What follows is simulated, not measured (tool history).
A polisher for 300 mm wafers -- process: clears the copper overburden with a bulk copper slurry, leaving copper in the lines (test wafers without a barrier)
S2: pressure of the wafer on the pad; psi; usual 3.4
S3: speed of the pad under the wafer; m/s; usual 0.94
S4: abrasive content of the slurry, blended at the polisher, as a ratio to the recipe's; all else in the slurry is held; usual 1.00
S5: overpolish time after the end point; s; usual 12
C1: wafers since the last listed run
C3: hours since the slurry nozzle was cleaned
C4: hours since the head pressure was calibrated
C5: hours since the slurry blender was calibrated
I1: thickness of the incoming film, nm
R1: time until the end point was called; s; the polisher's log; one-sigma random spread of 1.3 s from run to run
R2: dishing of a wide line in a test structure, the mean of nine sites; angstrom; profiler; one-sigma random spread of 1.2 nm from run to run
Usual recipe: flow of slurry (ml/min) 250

run 1 hour=0.0 | flow_of_slurry_(ml/min)=250 S2=3.4 S3=0.94 S4=1.00 S5=12 | C1=0 wafers_polished_on_this_pad=198 C3=206.7 C4=624.6 C5=46.1 | I1=970.3 | R1=112.4 R2=647
-- hour=96.7 worn pad replaced by a new one
run 2 hour=97.2 | flow_of_slurry_(ml/min)=250 S2=3.4 S3=0.94 S4=1.00 S5=12 | C1=1029 wafers_polished_on_this_pad=5 C3=303.9 C4=721.8 C5=143.3 | I1=965.5 | R1=107.3 R2=645
-- hour=114.3 slurry blender recalibrated
run 3 hour=123.8 | flow_of_slurry_(ml/min)=250 S2=3.4 S3=0.94 S4=1.00 S5=9 | C1=271 wafers_polished_on_this_pad=277 C3=330.5 C4=748.4 C5=9.5 | I1=948.6 | R1=105.2 R2=523
run 4 hour=142.3 | flow_of_slurry_(ml/min)=250 S2=3.4 S3=0.94 S4=1.00 S5=9 | C1=204 wafers_polished_on_this_pad=481 C3=349.0 C4=766.9 C5=28.0 | I1=953.5 | R1=108.4 R2=506
run 5 hour=159.8 | flow_of_slurry_(ml/min)=250 S2=3.4 S3=0.94 S4=1.00 S5=9 | C1=193 wafers_polished_on_this_pad=674 C3=366.5 C4=784.4 C5=45.5 | I1=977.6 | R1=108.5 R2=517
-- hour=175.1 slurry nozzle cleaned
run 6 hour=179.4 | flow_of_slurry_(ml/min)=250 S2=3.4 S3=0.94 S4=1.00 S5=12 | C1=205 wafers_polished_on_this_pad=880 C3=4.3 C4=804.0 C5=65.1 | I1=966.5 | R1=106.8 R2=618
-- hour=209.0 worn pad replaced by a new one
run 7 hour=210.2 | flow_of_slurry_(ml/min)=250 S2=3.4 S3=0.94 S4=1.00 S5=12 | C1=295 wafers_polished_on_this_pad=13 C3=35.1 C4=834.8 C5=95.9 | I1=959.0 | R1=106.7 R2=653
run 8 hour=244.5 | flow_of_slurry_(ml/min)=250 S2=3.4 S3=0.94 S4=1.00 S5=12 | C1=378 wafers_polished_on_this_pad=392 C3=69.4 C4=869.1 C5=130.2 | I1=969.4 | R1=110.7 R2=666
run 9 hour=276.2 | flow_of_slurry_(ml/min)=250 S2=3.4 S3=0.94 S4=1.00 S5=12 | C1=350 wafers_polished_on_this_pad=742 C3=101.1 C4=900.8 C5=161.9 | I1=980.9 | R1=111.7 R2=638
-- hour=281.3 head pressure recalibrated
run 10 hour=297.8 | flow_of_slurry_(ml/min)=250 S2=3.0 S3=0.94 S4=1.00 S5=12 | C1=216 wafers_polished_on_this_pad=958 C3=122.7 C4=16.5 C5=183.5 | I1=950.7 | R1=121.1 R2=586
-- hour=304.8 slurry blender recalibrated
-- hour=318.2 worn pad replaced by a new one
run 11 hour=330.4 | flow_of_slurry_(ml/min)=185 S2=2.8 S3=0.94 S4=1.00 S5=9 | C1=293 wafers_polished_on_this_pad=134 C3=155.3 C4=49.1 C5=25.6 | I1=959.0 | R1=137.1 R2=419
run 12 hour=342.9 | flow_of_slurry_(ml/min)=250 S2=3.4 S3=0.94 S4=1.00 S5=12 | C1=138 wafers_polished_on_this_pad=273 C3=167.8 C4=61.6 C5=38.1 | I1=959.6 | R1=107.6 R2=645
run 13 hour=374.0 | flow_of_slurry_(ml/min)=335 S2=3.4 S3=0.94 S4=1.15 S5=12 | C1=343 wafers_polished_on_this_pad=616 C3=198.9 C4=92.7 C5=69.2 | I1=963.3 | R1=103.0 R2=647
run 14 hour=408.0 | flow_of_slurry_(ml/min)=250 S2=4.3 S3=0.94 S4=1.00 S5=12 | C1=375 wafers_polished_on_this_pad=991 C3=232.9 C4=126.7 C5=103.2 | I1=965.8 | R1=87.2 R2=795
run 15 hour=425.5 | flow_of_slurry_(ml/min)=250 S2=3.4 S3=0.86 S4=1.00 S5=12 | C1=193 wafers_polished_on_this_pad=1185 C3=250.4 C4=144.2 C5=120.7 | I1=961.6 | R1=115.5 R2=595
-- hour=432.3 worn pad replaced by a new one
run 16 hour=453.4 | flow_of_slurry_(ml/min)=250 S2=2.6 S3=0.80 S4=1.00 S5=12 | C1=263 wafers_polished_on_this_pad=232 C3=278.3 C4=172.1 C5=148.6 | I1=958.1 | R1=165.4 R2=445
run 17 hour=487.4 | flow_of_slurry_(ml/min)=220 S2=3.4 S3=1.16 S4=1.15 S5=9 | C1=375 wafers_polished_on_this_pad=608 C3=312.3 C4=206.1 C5=182.6 | I1=949.4 | R1=86.1 R2=610
-- hour=493.4 slurry blender recalibrated
run 18 hour=506.9 | flow_of_slurry_(ml/min)=250 S2=3.8 S3=1.26 S4=0.85 S5=10 | C1=193 wafers_polished_on_this_pad=801 C3=331.8 C4=225.6 C5=13.5 | I1=975.2 | R1=75.9 R2=741

Hidden state, per run?
removal rate lost through wear of the pad, %: 0, the same for each run
slurry flow missing at the pad, %: 0, the same for each run
deviation of the head's pressure from its setpoint, %: 0, the same for each run
abrasive missing from the slurry, %: 0, the same for each run

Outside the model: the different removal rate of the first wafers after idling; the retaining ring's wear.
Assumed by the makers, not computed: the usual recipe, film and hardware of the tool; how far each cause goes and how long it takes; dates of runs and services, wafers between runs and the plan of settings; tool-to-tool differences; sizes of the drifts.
